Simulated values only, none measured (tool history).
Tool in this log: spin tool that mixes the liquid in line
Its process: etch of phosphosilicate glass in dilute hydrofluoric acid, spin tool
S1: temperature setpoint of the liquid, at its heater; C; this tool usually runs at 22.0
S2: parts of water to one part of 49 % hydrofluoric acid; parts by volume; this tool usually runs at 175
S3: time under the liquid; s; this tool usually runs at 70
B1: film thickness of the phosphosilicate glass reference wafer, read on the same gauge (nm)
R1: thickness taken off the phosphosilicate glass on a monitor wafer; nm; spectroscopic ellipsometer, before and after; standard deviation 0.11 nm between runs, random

run,day,S1,S2,S3,B1,R1
1,0.000,22.0,175,70,99.96,34.21
2,0.775,22.0,175,45,100.06,22.01
3,1.900,22.0,175,45,99.96,22.01
4,2.512,22.0,175,45,100.01,22.13
5,3.229,22.0,175,70,99.99,34.45
6,4.196,22.0,175,70,100.00,34.34
7,4.842,22.0,175,70,100.05,34.28
8,5.475,22.0,225,70,99.98,25.41
9,6.508,22.0,225,70,99.99,25.32
10,7.788,22.0,225,70,100.00,25.46
# day 9.025: thermometer replaced
11,9.046,26.5,175,70,100.01,40.40
12,10.096,22.0,175,45,100.04,22.01
# day 10.725: hydrofluoric acid flow meter replaced
13,11.538,26.0,175,90,100.03,51.45
14,12.771,22.0,175,105,99.95,51.43
15,14.158,22.0,175,70,100.02,34.30
# day 14.204: gauge calibrated
16,15.571,25.0,90,110,100.01,129.93
17,16.321,24.0,140,55,99.99,37.85
18,16.850,24.0,175,70,100.02,36.96
19,17.679,26.5,140,35,99.96,26.63
20,19.117,27.0,175,70,99.99,41.35
21,20.138,23.5,85,45,100.01,53.31

Each row is a separate what-if for the run after 21, all from the same tool condition, not one after another. Results?
A,20.154,22.0,175,70,?,?
B,20.154,19.0,175,70,?,?
C,20.154,19.0,175,90,?,?
D,20.154,22.0,255,70,?,?
E,20.154,19.5,215,60,?,?

run,B1,R1
A,100.03,34.44
B,100.03,30.64
C,100.03,39.40
D,100.03,21.80
E,100.03,20.97
The same runs, with their run-to-run variation unchanged, on a tool lacking any hidden condition would have given:
run,R1
A,34.44
B,30.64
C,39.40
D,21.80
E,20.97

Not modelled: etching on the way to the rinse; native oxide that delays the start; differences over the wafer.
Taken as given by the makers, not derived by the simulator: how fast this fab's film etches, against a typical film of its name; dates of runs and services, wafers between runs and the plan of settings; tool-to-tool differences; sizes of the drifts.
